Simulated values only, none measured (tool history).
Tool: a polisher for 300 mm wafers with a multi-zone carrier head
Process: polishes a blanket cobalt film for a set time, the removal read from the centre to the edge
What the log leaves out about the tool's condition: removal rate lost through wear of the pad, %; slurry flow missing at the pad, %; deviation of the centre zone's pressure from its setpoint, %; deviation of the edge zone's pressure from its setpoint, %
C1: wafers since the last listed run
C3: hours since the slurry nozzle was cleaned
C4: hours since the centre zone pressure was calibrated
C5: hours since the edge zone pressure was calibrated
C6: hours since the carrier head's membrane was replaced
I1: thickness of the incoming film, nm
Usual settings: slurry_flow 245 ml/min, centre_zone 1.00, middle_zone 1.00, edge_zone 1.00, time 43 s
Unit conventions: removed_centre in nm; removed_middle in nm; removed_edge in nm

run 1 hour=0.0 | slurry_flow=310 centre_zone=1.00 middle_zone=1.04 edge_zone=1.08 time=54 | C1=0 wafers_polished_on_this_pad=1726 C3=260.1 C4=131.8 C5=164.3 C6=1428.1 | I1=987.1 | removed_centre=214.7 removed_middle=229.3 removed_edge=224.4
run 2 hour=14.3 | slurry_flow=245 centre_zone=1.00 middle_zone=1.00 edge_zone=1.00 time=43 | C1=172 wafers_polished_on_this_pad=1898 C3=274.4 C4=146.1 C5=178.6 C6=1442.4 | I1=984.8 | removed_centre=167.0 removed_middle=173.2 removed_edge=170.4
run 3 hour=27.0 | slurry_flow=245 centre_zone=1.00 middle_zone=1.00 edge_zone=1.00 time=43 | C1=153 wafers_polished_on_this_pad=2052 C3=287.1 C4=158.8 C5=191.3 C6=1455.1 | I1=1015.3 | removed_centre=167.9 removed_middle=173.9 removed_edge=170.3
run 4 hour=50.4 | slurry_flow=245 centre_zone=1.00 middle_zone=1.00 edge_zone=1.00 time=43 | C1=282 wafers_polished_on_this_pad=2334 C3=310.5 C4=182.2 C5=214.7 C6=1478.5 | I1=1004.7 | removed_centre=161.6 removed_middle=169.6 removed_edge=169.9
run 5 hour=69.7 | slurry_flow=245 centre_zone=0.95 middle_zone=1.00 edge_zone=1.00 time=54 | C1=233 wafers_polished_on_this_pad=2567 C3=329.8 C4=201.5 C5=234.0 C6=1497.8 | I1=993.6 | removed_centre=192.7 removed_middle=219.3 removed_edge=215.1
run 6 hour=102.5 | slurry_flow=245 centre_zone=1.00 middle_zone=1.00 edge_zone=0.90 time=43 | C1=396 wafers_polished_on_this_pad=2963 C3=362.6 C4=234.3 C5=266.8 C6=1530.6 | I1=997.6 | removed_centre=162.5 removed_middle=175.8 removed_edge=158.9
-- hour=123.7 carrier head's membrane replaced by a new one, of another model than before
run 7 hour=137.4 | slurry_flow=245 centre_zone=0.94 middle_zone=1.00 edge_zone=1.00 time=36 | C1=361 wafers_polished_on_this_pad=3325 C3=397.5 C4=269.2 C5=301.7 C6=13.7 | I1=985.5 | removed_centre=129.6 removed_middle=145.6 removed_edge=145.9
-- hour=144.1 worn pad replaced by a new one
run 8 hour=154.7 | slurry_flow=245 centre_zone=1.00 middle_zone=0.95 edge_zone=1.00 time=43 | C1=160 wafers_polished_on_this_pad=128 C3=414.8 C4=286.5 C5=319.0 C6=31.0 | I1=981.5 | removed_centre=162.2 removed_middle=170.1 removed_edge=169.3
run 9 hour=173.5 | slurry_flow=245 centre_zone=1.00 middle_zone=1.08 edge_zone=1.00 time=43 | C1=227 wafers_polished_on_this_pad=355 C3=433.6 C4=305.3 C5=337.8 C6=49.8 | I1=996.7 | removed_centre=161.0 removed_middle=173.6 removed_edge=166.5
run 10 hour=193.8 | slurry_flow=245 centre_zone=1.00 middle_zone=1.00 edge_zone=1.00 time=43 | C1=245 wafers_polished_on_this_pad=600 C3=453.9 C4=325.6 C5=358.1 C6=70.1 | I1=989.4 | removed_centre=163.5 removed_middle=173.1 removed_edge=168.8
run 11 hour=208.3 | slurry_flow=305 centre_zone=1.00 middle_zone=1.00 edge_zone=1.00 time=49 | C1=175 wafers_polished_on_this_pad=775 C3=468.4 C4=340.1 C5=372.6 C6=84.6 | I1=1000.8 | removed_centre=187.3 removed_middle=199.8 removed_edge=197.0
run 12 hour=238.9 | slurry_flow=245 centre_zone=1.00 middle_zone=1.04 edge_zone=0.90 time=47 | C1=369 wafers_polished_on_this_pad=1144 C3=499.0 C4=370.7 C5=403.2 C6=115.2 | I1=987.4 | removed_centre=176.7 removed_middle=193.0 removed_edge=172.8

The next listed run, before its measurement:
run 13 hour=264.0 | slurry_flow=245 centre_zone=1.00 middle_zone=1.00 edge_zone=1.00 time=35 | C1=303 wafers_polished_on_this_pad=1447 C3=524.1 C4=395.8 C5=428.3 C6=140.3 | I1=1000.2 | removed_centre=? removed_middle=? removed_edge=?

Run 13 produced removed_centre 131.5 nm, removed_middle 138.7 nm, removed_edge 137.5 nm.
On a tool with no hidden condition, and with the same random variation, this run would have come out at removed_centre 137.6 nm, removed_middle 138.7 nm, removed_edge 137.5 nm.
